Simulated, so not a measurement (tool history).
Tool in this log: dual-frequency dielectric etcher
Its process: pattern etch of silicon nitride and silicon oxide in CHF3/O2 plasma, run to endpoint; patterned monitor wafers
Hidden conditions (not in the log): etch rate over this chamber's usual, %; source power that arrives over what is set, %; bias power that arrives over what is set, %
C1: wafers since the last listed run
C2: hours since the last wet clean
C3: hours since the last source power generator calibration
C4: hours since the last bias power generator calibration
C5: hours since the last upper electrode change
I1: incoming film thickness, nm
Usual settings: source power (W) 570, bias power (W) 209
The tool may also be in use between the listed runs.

Run 1, hour 0.0: usual settings; C1 0; C2 107.7; C3 1500.4; C4 3615.9; C5 2509.9; I1 221.4. Result: endpoint time (s) 142.6.
Run 2, hour 23.8: usual settings; C1 192; C2 131.5; C3 1524.2; C4 3639.7; C5 2533.7; I1 219.7. Result: endpoint time (s) 141.0.
Run 3, hour 47.1: usual settings but source power (W) 620; C1 188; C2 154.8; C3 1547.5; C4 3663.0; C5 2557.0; I1 220.6. Result: endpoint time (s) 136.6.
Run 4, hour 64.1: usual settings but source power (W) 650, bias power (W) 230; C1 137; C2 171.8; C3 1564.5; C4 3680.0; C5 2574.0; I1 219.1. Result: endpoint time (s) 129.2.
Run 5, hour 92.3: usual settings but bias power (W) 226; C1 227; C2 200.0; C3 1592.7; C4 3708.2; C5 2602.2; I1 218.9. Result: endpoint time (s) 137.8.
Run 6, hour 122.1: usual settings but bias power (W) 226; C1 240; C2 229.8; C3 1622.5; C4 3738.0; C5 2632.0; I1 224.6. Result: endpoint time (s) 141.2.
Run 7, hour 147.9: usual settings but bias power (W) 226; C1 208; C2 255.6; C3 1648.3; C4 3763.8; C5 2657.8; I1 220.5. Result: endpoint time (s) 138.0.
Run 8, hour 222.8: usual settings but source power (W) 480; C1 604; C2 330.5; C3 1723.2; C4 3838.7; C5 2732.7; I1 222.0. Result: endpoint time (s) 153.7.
Run 9, hour 245.5: usual settings; C1 183; C2 353.2; C3 1745.9; C4 3861.4; C5 2755.4; I1 220.4. Result: endpoint time (s) 141.7.
Run 10, hour 281.2: usual settings; C1 288; C2 388.9; C3 1781.6; C4 3897.1; C5 2791.1; I1 223.4. Result: endpoint time (s) 143.5.
Run 11, hour 314.4: usual settings; C1 268; C2 422.1; C3 1814.8; C4 3930.3; C5 2824.3; I1 221.2. Result: endpoint time (s) 142.0.
Run 12, hour 332.2: usual settings; C1 143; C2 439.9; C3 1832.6; C4 3948.1; C5 2842.1; I1 222.0. Result: endpoint time (s) 142.6.
Run 13, hour 351.2: usual settings; C1 153; C2 458.9; C3 1851.6; C4 3967.1; C5 2861.1; I1 222.1. Result: endpoint time (s) 141.3.
At hour 384.0: wet clean of the chamber.
Run 14, hour 384.5: usual settings; C1 75; C2 0.5; C3 1884.9; C4 4000.4; C5 2894.4; I1 223.7. Result: endpoint time (s) 145.4.
Run 15, hour 391.2: usual settings; C1 54; C2 7.2; C3 1891.6; C4 4007.1; C5 2901.1; I1 221.6. Result: endpoint time (s) 143.6.
Run 16, hour 424.8: usual settings; C1 271; C2 40.8; C3 1925.2; C4 4040.7; C5 2934.7; I1 222.5. Result: endpoint time (s) 143.6.
Run 17, hour 456.4: usual settings but source power (W) 630, bias power (W) 244; C1 255; C2 72.4; C3 1956.8; C4 4072.3; C5 2966.3; I1 220.8. Result: endpoint time (s) 130.1.
Run 18, hour 483.1: usual settings but source power (W) 670, bias power (W) 188; C1 215; C2 99.1; C3 1983.5; C4 4099.0; C5 2993.0; I1 222.6. Result: endpoint time (s) 139.4.
Run 19, hour 507.5: usual settings but source power (W) 660, bias power (W) 255; C1 197; C2 123.5; C3 2007.9; C4 4123.4; C5 3017.4; I1 221.9. Result: endpoint time (s) 126.7.
At hour 527.2: bias power generator calibrated.
Run 20, hour 528.2: usual settings but source power (W) 620, bias power (W) 257; C1 134; C2 144.2; C3 2028.6; C4 1.0; C5 3038.1; I1 223.0. Result: endpoint time (s) 129.7.
At hour 558.3: upper electrode replaced.
Run 21, hour 558.8: usual settings but source power (W) 680, bias power (W) 246; C1 53; C2 174.8; C3 2059.2; C4 31.6; C5 0.5; I1 222.6. Result: endpoint time (s) 126.5.
Run 22, hour 563.8: usual settings but source power (W) 460, bias power (W) 225; C1 40; C2 179.8; C3 2064.2; C4 36.6; C5 5.5; I1 221.5. Result: endpoint time (s) 155.1.
Run 23, hour 583.9: usual settings but source power (W) 700, bias power (W) 251; C1 162; C2 199.9; C3 2084.3; C4 56.7; C5 25.6; I1 224.2. Result: endpoint time (s) 124.9.
Run 24, hour 604.6: usual settings but source power (W) 470, bias power (W) 165; C1 167; C2 220.6; C3 2105.0; C4 77.4; C5 46.3; I1 218.3. Result: endpoint time (s) 166.1.
At hour 620.2: source power generator calibrated.
Run 25, hour 620.7: usual settings but source power (W) 440, bias power (W) 165; C1 97; C2 236.7; C3 0.5; C4 93.5; C5 62.4; I1 220.1. Result: endpoint time (s) 172.3.
Run 26, hour 642.1: usual settings; C1 172; C2 258.1; C3 21.9; C4 114.9; C5 83.8; I1 222.9. Result: endpoint time (s) 144.3.
Run 27, hour 671.9: usual settings but source power (W) 670, bias power (W) 224; C1 240; C2 287.9; C3 51.7; C4 144.7; C5 113.6; I1 222.1. Result: endpoint time (s) 130.6.
Run 28, hour 689.4: usual settings but source power (W) 700, bias power (W) 253; C1 141; C2 305.4; C3 69.2; C4 162.2; C5 131.1; I1 218.2. Result: endpoint time (s) 121.0.
Run 29, hour 707.3: usual settings; C1 144; C2 323.3; C3 87.1; C4 180.1; C5 149.0; I1 221.3. Result: endpoint time (s) 143.2.
Run 30, hour 727.3: usual settings; C1 161; C2 343.3; C3 107.1; C4 200.1; C5 169.0; I1 221.4. Result: endpoint time (s) 142.9.
Run 31, hour 748.7: usual settings; C1 172; C2 364.7; C3 128.5; C4 221.5; C5 190.4; I1 220.9. Result: endpoint time (s) 142.5.
Run 32, hour 765.3: usual settings but source power (W) 670, bias power (W) 190; C1 134; C2 381.3; C3 145.1; C4 238.1; C5 207.0; I1 220.4. Result: endpoint time (s) 136.1.
Run 33, hour 791.9: usual settings but bias power (W) 237; C1 214; C2 407.9; C3 171.7; C4 264.7; C5 233.6; I1 222.7. Result: endpoint time (s) 137.3.
Run 34, hour 813.2: usual settings but bias power (W) 244; C1 172; C2 429.2; C3 193.0; C4 286.0; C5 254.9; I1 223.3. Result: endpoint time (s) 136.5.
Run 35, hour 843.4: usual settings but source power (W) 660, bias power (W) 250; C1 243; C2 459.4; C3 223.2; C4 316.2; C5 285.1; I1 222.0. Result: endpoint time (s) 126.8.

What if the next run were any one of these 4? Each begins from the tool's condition after run 35:
Run A, hour 843.9: usual settings but source power (W) 680; C1 4; C2 459.9; C3 223.7; C4 316.7; C5 285.6; I1 220.1. Result: endpoint time (s) ?.
Run B, hour 843.9: usual settings but source power (W) 700, bias power (W) 241; C1 4; C2 459.9; C3 223.7; C4 316.7; C5 285.6; I1 220.1. Result: endpoint time (s) ?.
Run C, hour 843.9: usual settings but bias power (W) 228; C1 4; C2 459.9; C3 223.7; C4 316.7; C5 285.6; I1 220.1. Result: endpoint time (s) ?.
Run D, hour 843.9: usual settings but source power (W) 510, bias power (W) 180; C1 4; C2 459.9; C3 223.7; C4 316.7; C5 285.6; I1 220.1. Result: endpoint time (s) ?.

run  endpoint time (s)
  A              131.0
  B              123.6
  C              137.5
  D              155.9
Had the tool no hidden state, the same runs would have come out as:
run  endpoint time (s)
  A              132.5
  B              124.9
  C              139.0
  D              157.6
